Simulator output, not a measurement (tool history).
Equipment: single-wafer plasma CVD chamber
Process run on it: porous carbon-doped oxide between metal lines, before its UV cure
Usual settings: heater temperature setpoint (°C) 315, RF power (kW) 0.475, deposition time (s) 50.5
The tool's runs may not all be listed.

| run | hour | heater temperature setpoint (°C) | RF power (kW) | deposition time (s) | wafers since the last listed run | hours since the last thermocouple change | hours since the last RF generator calibration | hours since the showerhead was replaced | hours since the gauge calibration | read-back reference wafer on the same gauge, thickness_nm | mean film thickness on the monitor wafer (angstrom) |
|---|---|---|---|---|---|---|---|---|---|---|---|
| 1 | 0.0 | 315 | 0.410 | 50.5 | 0 | 1490.9 | 2678.4 | 4551.5 | 264.6 | 211.982 | 1841.32 |
| 2 | 14.7 | 315 | 0.410 | 50.5 | 280 | 1505.6 | 2693.1 | 4566.2 | 279.3 | 212.162 | 1837.54 |
| 3 | 24.4 | 315 | 0.410 | 50.5 | 185 | 1515.3 | 2702.8 | 4575.9 | 289.0 | 212.067 | 1835.00 |
| 4 | 74.8 | 315 | 0.475 | 55.0 | 962 | 1565.7 | 2753.2 | 4626.3 | 339.4 | 212.010 | 2299.96 |
| 5 | 86.7 | 315 | 0.475 | 55.0 | 227 | 1577.6 | 2765.1 | 4638.2 | 351.3 | 212.099 | 2308.72 |
|  | 99.0 | RF generator calibrated |
| 6 | 99.5 | 315 | 0.500 | 50.5 | 91 | 1590.4 | 0.5 | 4651.0 | 364.1 | 211.945 | 2397.33 |
| 7 | 105.0 | 315 | 0.500 | 50.5 | 105 | 1595.9 | 6.0 | 4656.5 | 369.6 | 211.919 | 2390.47 |
| 8 | 112.5 | 315 | 0.475 | 50.5 | 143 | 1603.4 | 13.5 | 4664.0 | 377.1 | 212.003 | 2272.23 |
| 9 | 124.8 | 315 | 0.475 | 43.7 | 234 | 1615.7 | 25.8 | 4676.3 | 389.4 | 212.069 | 1983.07 |
| 10 | 141.3 | 305 | 0.475 | 50.5 | 315 | 1632.2 | 42.3 | 4692.8 | 405.9 | 211.971 | 2385.95 |
| 11 | 147.5 | 315 | 0.475 | 50.5 | 118 | 1638.4 | 48.5 | 4699.0 | 412.1 | 212.260 | 2282.02 |
| 12 | 154.1 | 303 | 0.400 | 58.6 | 126 | 1645.0 | 55.1 | 4705.6 | 418.7 | 211.939 | 2366.79 |
| 13 | 168.5 | 315 | 0.535 | 50.5 | 274 | 1659.4 | 69.5 | 4720.0 | 433.1 | 211.854 | 2527.68 |
| 14 | 175.1 | 315 | 0.475 | 56.4 | 126 | 1666.0 | 76.1 | 4726.6 | 439.7 | 211.864 | 2542.81 |
| 15 | 188.3 | 315 | 0.475 | 50.5 | 252 | 1679.2 | 89.3 | 4739.8 | 452.9 | 212.130 | 2285.77 |
|  | 189.2 | gauge calibrated |
| 16 | 200.6 | 315 | 0.475 | 50.5 | 234 | 1691.5 | 101.6 | 4752.1 | 11.4 | 212.106 | 2273.09 |
|  | 211.0 | thermocouple changed; heater temperature recalibrated |
| 17 | 211.5 | 315 | 0.475 | 50.5 | 55 | 0.5 | 112.5 | 4763.0 | 22.3 | 212.051 | 2277.03 |
| 18 | 217.7 | 311 | 0.540 | 50.5 | 118 | 6.7 | 118.7 | 4769.2 | 28.5 | 211.923 | 2578.53 |

Run 19 has not been measured yet. What should we expect?
| 19 | 226.1 | 315 | 0.475 | 50.5 | 160 | 15.1 | 127.1 | 4777.6 | 36.9 | ? | ? |

read-back reference wafer on the same gauge, thickness_nm: 212.202
mean film thickness on the monitor wafer (angstrom): 2263.59
Were there no unlogged condition in the tool, this run, its random variation unchanged, would have produced mean film thickness on the monitor wafer (angstrom) 2291.89.
